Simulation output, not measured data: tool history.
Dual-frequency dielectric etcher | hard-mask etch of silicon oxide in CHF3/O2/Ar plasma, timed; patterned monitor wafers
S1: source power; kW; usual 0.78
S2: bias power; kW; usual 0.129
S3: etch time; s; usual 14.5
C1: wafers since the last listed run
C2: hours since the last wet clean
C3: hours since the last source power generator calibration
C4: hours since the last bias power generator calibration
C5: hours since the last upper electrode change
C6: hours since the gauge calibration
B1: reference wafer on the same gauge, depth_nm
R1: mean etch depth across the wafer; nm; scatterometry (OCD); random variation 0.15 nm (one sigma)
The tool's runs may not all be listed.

run    day    S1     S2    S3   C1     C2      C3      C4      C5     C6     B1     R1
  1      0  0.78  0.129  14.5    0  297.5    2332  4831.5  5403.2   29.7  21.58  27.42
  2  0.508  0.78  0.129  14.5  227  309.7  2344.2  4843.7  5415.4   41.9   21.6  27.72
  3  1.142  0.78  0.129  14.5  283  324.9  2359.4  4858.9  5430.6   57.1   21.6  27.76
  4  2.588  0.78  0.139  14.5  648  359.6  2394.1  4893.6  5465.3   91.8   21.6  28.47
  5  3.217  0.78  0.139  14.5  281  374.7  2409.2  4908.7  5480.4  106.9  21.59   28.7
  6  4.029  0.78  0.139  14.5  364  394.2  2428.7  4928.2  5499.9  126.4  21.63  28.61
     4.446  -- bias power generator calibrated
  7  5.367  0.78   0.11  14.5  524  426.3  2460.8    22.1    5532  158.5  21.61  25.97
  8  6.325  0.78   0.11  14.5  429  449.3  2483.8    45.1    5555  181.5   21.6  25.48

Forecast run 9:
     7.483  -- upper electrode replaced
  9  7.792  0.78  0.105  12  209  484.5  2519  80.3  7.4  216.7   ?   ?

{"run 9": {"B1": 21.58, "R1": 20.93}}
Without the tool's hidden state the same run would have given R1 20.06 nm.

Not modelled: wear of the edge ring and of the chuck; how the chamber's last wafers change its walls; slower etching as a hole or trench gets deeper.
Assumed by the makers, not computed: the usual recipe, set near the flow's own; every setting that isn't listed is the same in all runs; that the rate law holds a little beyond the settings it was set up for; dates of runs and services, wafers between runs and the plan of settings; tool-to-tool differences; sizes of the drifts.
